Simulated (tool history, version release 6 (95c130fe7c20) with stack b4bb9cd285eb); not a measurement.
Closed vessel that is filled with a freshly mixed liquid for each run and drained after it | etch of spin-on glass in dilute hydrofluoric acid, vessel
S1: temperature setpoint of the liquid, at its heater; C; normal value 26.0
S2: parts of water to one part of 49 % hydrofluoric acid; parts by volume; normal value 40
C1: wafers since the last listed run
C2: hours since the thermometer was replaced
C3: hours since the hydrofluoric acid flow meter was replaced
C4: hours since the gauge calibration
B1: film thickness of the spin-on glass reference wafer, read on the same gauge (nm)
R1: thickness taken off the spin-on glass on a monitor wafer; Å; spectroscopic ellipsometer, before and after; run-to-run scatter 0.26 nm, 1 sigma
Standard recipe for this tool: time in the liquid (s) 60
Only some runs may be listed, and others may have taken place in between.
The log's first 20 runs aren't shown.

Run 21, hour 1644.4: usual settings but S2 45 parts by volume, time in the liquid (s) 50; C1 9976; C2 794.0; C3 1314.2; C4 550.0; B1 50.01. Result: R1 496.7 Å.
Run 22, hour 1799.4: usual settings but S1 21.5 C, time in the liquid (s) 90; C1 18631; C2 949.0; C3 1469.2; C4 705.0; B1 50.01. Result: R1 842.0 Å.
Run 23, hour 1838.2: usual settings; C1 4663; C2 987.8; C3 1508.0; C4 743.8; B1 49.99. Result: R1 675.0 Å.
Run 24, hour 1935.5: usual settings but S1 22.5 C, S2 45 parts by volume, time in the liquid (s) 85; C1 11695; C2 1085.1; C3 1605.3; C4 841.1; B1 50.03. Result: R1 735.7 Å.
At hour 1961.6: thermometer replaced.
Run 25, hour 1993.7: usual settings but S1 23.5 C, S2 30 parts by volume, time in the liquid (s) 80; C1 6875; C2 32.1; C3 1663.5; C4 899.3; B1 49.99. Result: R1 1107.9 Å.
Run 26, hour 2044.4: usual settings but S1 21.5 C, S2 30 parts by volume, time in the liquid (s) 30; C1 6094; C2 82.8; C3 1714.2; C4 950.0; B1 49.98. Result: R1 380.9 Å.
Run 27, hour 2141.4: usual settings but S2 50 parts by volume, time in the liquid (s) 30; C1 11659; C2 179.8; C3 1811.2; C4 1047.0; B1 50.01. Result: R1 267.4 Å.
Run 28, hour 2184.8: usual settings but S1 28.5 C, S2 25 parts by volume; C1 5216; C2 223.2; C3 1854.6; C4 1090.4; B1 50.00. Result: R1 1224.2 Å.
Run 29, hour 2290.6: usual settings; C1 12717; C2 329.0; C3 1960.4; C4 1196.2; B1 49.98. Result: R1 674.3 Å.
Run 30, hour 2394.0: usual settings but S1 24.5 C; C1 12428; C2 432.4; C3 2063.8; C4 1299.6; B1 50.00. Result: R1 636.7 Å.
Run 31, hour 2502.0: usual settings but S1 24.0 C, S2 30 parts by volume, time in the liquid (s) 50; C1 12981; C2 540.4; C3 2171.8; C4 1407.6; B1 49.96. Result: R1 697.5 Å.
Run 32, hour 2555.8: usual settings but S1 31.0 C, S2 30 parts by volume, time in the liquid (s) 75; C1 6466; C2 594.2; C3 2225.6; C4 1461.4; B1 49.98. Result: R1 1386.8 Å.
Run 33, hour 2661.8: usual settings but S1 31.0 C, S2 30 parts by volume, time in the liquid (s) 75; C1 12741; C2 700.2; C3 2331.6; C4 1567.4; B1 50.00. Result: R1 1388.4 Å.

5 ways to go on from here, each from the tool as it stands after run 33. What would each give?
Run A, hour 2662.5: usual settings; C1 84; C2 700.9; C3 2332.3; C4 1568.1; B1 ?. Result: R1 ?.
Run B, hour 2662.5: usual settings but S1 27.5 C; C1 84; C2 700.9; C3 2332.3; C4 1568.1; B1 ?. Result: R1 ?.
Run C, hour 2662.5: usual settings but S1 23.5 C, S2 25 parts by volume; C1 84; C2 700.9; C3 2332.3; C4 1568.1; B1 ?. Result: R1 ?.
Run D, hour 2662.5: usual settings but S1 24.5 C, S2 25 parts by volume, time in the liquid (s) 80; C1 84; C2 700.9; C3 2332.3; C4 1568.1; B1 ?. Result: R1 ?.
Run E, hour 2662.5: usual settings but S1 31.0 C, time in the liquid (s) 30; C1 84; C2 700.9; C3 2332.3; C4 1568.1; B1 ?. Result: R1 ?.

run     B1      R1
  A  49.99   674.0
  B  49.99   716.3
  C  49.99   993.1
  D  49.99  1380.9
  E  49.99   411.7
Had the tool no hidden state, the same runs would have come out as:
run      R1
  A   694.9
  B   738.6
  C  1023.1
  D  1422.6
  E   424.6
